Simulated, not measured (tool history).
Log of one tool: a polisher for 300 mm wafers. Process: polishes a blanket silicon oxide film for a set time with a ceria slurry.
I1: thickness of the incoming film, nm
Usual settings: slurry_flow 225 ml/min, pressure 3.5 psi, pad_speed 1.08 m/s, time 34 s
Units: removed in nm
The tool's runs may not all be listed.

Run 1, day 0.000: usual settings but pad_speed 1.20 m/s; I1 922.1. Result: removed 171.0 nm.
Run 2, day 0.346: usual settings but pad_speed 1.20 m/s; I1 937.8. Result: removed 170.4 nm.
Run 3, day 0.962: usual settings but pad_speed 1.20 m/s; I1 918.8. Result: removed 169.2 nm.
Run 4, day 1.383: usual settings; I1 898.8. Result: removed 149.5 nm.
Run 5, day 2.046: usual settings; I1 926.6. Result: removed 144.8 nm.
Run 6, day 2.658: usual settings; I1 915.7. Result: removed 142.4 nm.
Run 7, day 3.133: usual settings; I1 925.0. Result: removed 141.3 nm.
Run 8, day 3.612: usual settings; I1 903.1. Result: removed 137.9 nm.
At day 4.133: worn pad replaced by a new one.
Run 9, day 4.154: usual settings but time 43 s; I1 906.2. Result: removed 201.7 nm.
Run 10, day 4.475: usual settings; I1 929.8. Result: removed 159.5 nm.
At day 4.617: head pressure recalibrated.
At day 4.904: slurry nozzle cleaned.
Run 11, day 5.004: usual settings but slurry_flow 280 ml/min, pressure 2.9 psi, time 42 s; I1 927.6. Result: removed 173.3 nm.
Run 12, day 5.383: usual settings but pressure 3.9 psi, time 28 s; I1 904.9. Result: removed 141.0 nm.
Run 13, day 6.000: usual settings but pressure 3.1 psi, pad_speed 1.32 m/s; I1 922.1. Result: removed 178.1 nm.
Run 14, day 6.717: usual settings; I1 924.3. Result: removed 155.7 nm.
Run 15, day 7.125: usual settings but slurry_flow 180 ml/min; I1 916.7. Result: removed 152.6 nm.
Run 16, day 7.525: usual settings; I1 915.9. Result: removed 155.3 nm.

The next listed run, before its measurement:
Run 17, day 8.125: usual settings but pressure 3.0 psi; I1 927.3. Result: removed ?.

{"run 17": {"removed": 138.2}}
Without the tool's hidden state the same run would have given removed 143.8 nm.
